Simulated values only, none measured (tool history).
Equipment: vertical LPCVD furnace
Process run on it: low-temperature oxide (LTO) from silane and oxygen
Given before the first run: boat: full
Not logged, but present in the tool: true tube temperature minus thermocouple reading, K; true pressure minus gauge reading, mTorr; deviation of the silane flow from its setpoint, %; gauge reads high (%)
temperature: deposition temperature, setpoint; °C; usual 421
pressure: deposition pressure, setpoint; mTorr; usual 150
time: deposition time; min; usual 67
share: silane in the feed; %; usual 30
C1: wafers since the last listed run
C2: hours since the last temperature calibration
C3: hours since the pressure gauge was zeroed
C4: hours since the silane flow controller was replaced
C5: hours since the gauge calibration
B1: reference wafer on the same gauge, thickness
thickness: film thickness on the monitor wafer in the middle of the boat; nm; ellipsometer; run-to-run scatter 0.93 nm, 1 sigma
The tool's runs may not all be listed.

Run 1, hour 0: usual settings but temperature 425 °C, pressure 130 mTorr; C1 0; C2 3246.6; C3 1794.3; C4 3151.2; C5 386.8; B1 283.83. Result: thickness 308.79 nm.
Run 2, hour 25.8: usual settings but temperature 425 °C, pressure 130 mTorr; C1 490; C2 3272.4; C3 1820.1; C4 3177; C5 412.6; B1 284.1. Result: thickness 309.43 nm.
Run 3, hour 59.2: usual settings but pressure 165 mTorr; C1 635; C2 3305.8; C3 1853.5; C4 3210.4; C5 446; B1 284.05. Result: thickness 375.29 nm.
Run 4, hour 78.8: usual settings but pressure 165 mTorr; C1 372; C2 3325.4; C3 1873.1; C4 3230; C5 465.6; B1 284.07. Result: thickness 374.41 nm.
Run 5, hour 103.1: usual settings; C1 462; C2 3349.7; C3 1897.4; C4 3254.3; C5 489.9; B1 284.11. Result: thickness 340.56 nm.
Run 6, hour 134.7: usual settings; C1 601; C2 3381.3; C3 1929; C4 3285.9; C5 521.5; B1 283.9. Result: thickness 339.51 nm.
Run 7, hour 154.6: usual settings; C1 378; C2 3401.2; C3 1948.9; C4 3305.8; C5 541.4; B1 284.03. Result: thickness 341.24 nm.
Run 8, hour 187.8: usual settings but temperature 417 °C; C1 631; C2 3434.4; C3 1982.1; C4 3339; C5 574.6; B1 283.99. Result: thickness 328.15 nm.
Run 9, hour 212.7: usual settings but temperature 417 °C; C1 473; C2 3459.3; C3 2007; C4 3363.9; C5 599.5; B1 284.19. Result: thickness 328.24 nm.
At hour 237.2: pressure gauge zeroed.
Run 10, hour 237.7: usual settings but temperature 417 °C; C1 19; C2 3484.3; C3 0.5; C4 3388.9; C5 624.5; B1 283.9. Result: thickness 315.78 nm.
Run 11, hour 249.1: usual settings; C1 216; C2 3495.7; C3 11.9; C4 3400.3; C5 635.9; B1 283.99. Result: thickness 329.79 nm.
At hour 290.2: thermocouples replaced and temperature profile calibrated.
Run 12, hour 290.7: usual settings; C1 334; C2 0.5; C3 53.5; C4 3441.9; C5 677.5; B1 284.01. Result: thickness 330.11 nm.
Run 13, hour 295.4: usual settings; C1 89; C2 5.2; C3 58.2; C4 3446.6; C5 682.2; B1 284.14. Result: thickness 330.38 nm.
At hour 302: gauge calibrated.
At hour 354.8: silane flow controller replaced.
Run 14, hour 355.3: usual settings but pressure 170 mTorr, time 49.5 min, share 33 %; C1 682; C2 65.1; C3 118.1; C4 0.5; C5 53.3; B1 283.93. Result: thickness 315.11 nm.
Run 15, hour 366.2: usual settings but time 83.5 min; C1 207; C2 76; C3 129; C4 11.4; C5 64.2; B1 284.04. Result: thickness 411.91 nm.
Run 16, hour 379.9: usual settings but temperature 413 °C, pressure 165 mTorr, time 46 min, share 27 %; C1 260; C2 89.7; C3 142.7; C4 25.1; C5 77.9; B1 284.09. Result: thickness 195.38 nm.
Run 17, hour 401.1: usual settings but pressure 180 mTorr, share 32 %; C1 403; C2 110.9; C3 163.9; C4 46.3; C5 99.1; B1 283.88. Result: thickness 431.96 nm.
Run 18, hour 424.4: usual settings but temperature 413 °C, pressure 135 mTorr; C1 443; C2 134.2; C3 187.2; C4 69.6; C5 122.4; B1 284.03. Result: thickness 272.66 nm.
Run 19, hour 459.1: usual settings; C1 659; C2 168.9; C3 221.9; C4 104.3; C5 157.1; B1 284.01. Result: thickness 331.1 nm.
Run 20, hour 494.9: usual settings but temperature 428 °C, pressure 170 mTorr, time 50.5 min; C1 680; C2 204.7; C3 257.7; C4 140.1; C5 192.9; B1 284.06. Result: thickness 304.59 nm.
Run 21, hour 511.2: usual settings but temperature 428 °C; C1 310; C2 221; C3 274; C4 156.4; C5 209.2; B1 284.15. Result: thickness 357.59 nm.
Run 22, hour 527.1: usual settings but share 26 %; C1 302; C2 236.9; C3 289.9; C4 172.3; C5 225.1; B1 284.02. Result: thickness 269.1 nm.
Run 23, hour 556.1: usual settings but temperature 413 °C, pressure 165 mTorr, time 46 min, share 27 %; C1 551; C2 265.9; C3 318.9; C4 201.3; C5 254.1; B1 284.11. Result: thickness 195.48 nm.
Run 24, hour 580: usual settings but time 75.5 min; C1 454; C2 289.8; C3 342.8; C4 225.2; C5 278; B1 284.26. Result: thickness 372.25 nm.
Run 25, hour 612.7: usual settings but pressure 135 mTorr; C1 621; C2 322.5; C3 375.5; C4 257.9; C5 310.7; B1 283.97. Result: thickness 298.25 nm.
Run 26, hour 633.3: usual settings but temperature 412 °C; C1 391; C2 343.1; C3 396.1; C4 278.5; C5 331.3; B1 284.11. Result: thickness 297.98 nm.
Run 27, hour 660.9: usual settings but temperature 432 °C, pressure 135 mTorr, time 56 min, share 33 %; C1 524; C2 370.7; C3 423.7; C4 306.1; C5 358.9; B1 283.81. Result: thickness 318.76 nm.

Branching from run 27: 5 alternative next runs. What would each branch give?
Run A, hour 665.6: usual settings but time 45 min; C1 89; C2 375.4; C3 428.4; C4 310.8; C5 363.6; B1 ?. Result: thickness ?.
Run B, hour 665.6: usual settings but pressure 185 mTorr; C1 89; C2 375.4; C3 428.4; C4 310.8; C5 363.6; B1 ?. Result: thickness ?.
Run C, hour 665.6: usual settings but pressure 170 mTorr, time 88 min; C1 89; C2 375.4; C3 428.4; C4 310.8; C5 363.6; B1 ?. Result: thickness ?.
Run D, hour 665.6: usual settings but temperature 424 °C, pressure 120 mTorr, time 79 min; C1 89; C2 375.4; C3 428.4; C4 310.8; C5 363.6; B1 ?. Result: thickness ?.
Run E, hour 665.6: usual settings but temperature 425 °C; C1 89; C2 375.4; C3 428.4; C4 310.8; C5 363.6; B1 ?. Result: thickness ?.

run      B1  thickness
  A  284.09     222.12
  B  284.09     407.35
  C  284.09     491.89
  D  284.09     322.93
  E  284.09     345.48
Without the tool's unlogged condition, the same runs would have read:
run  thickness
  A     220.58
  B     405.04
  C     488.86
  D     320.12
  E     343.07
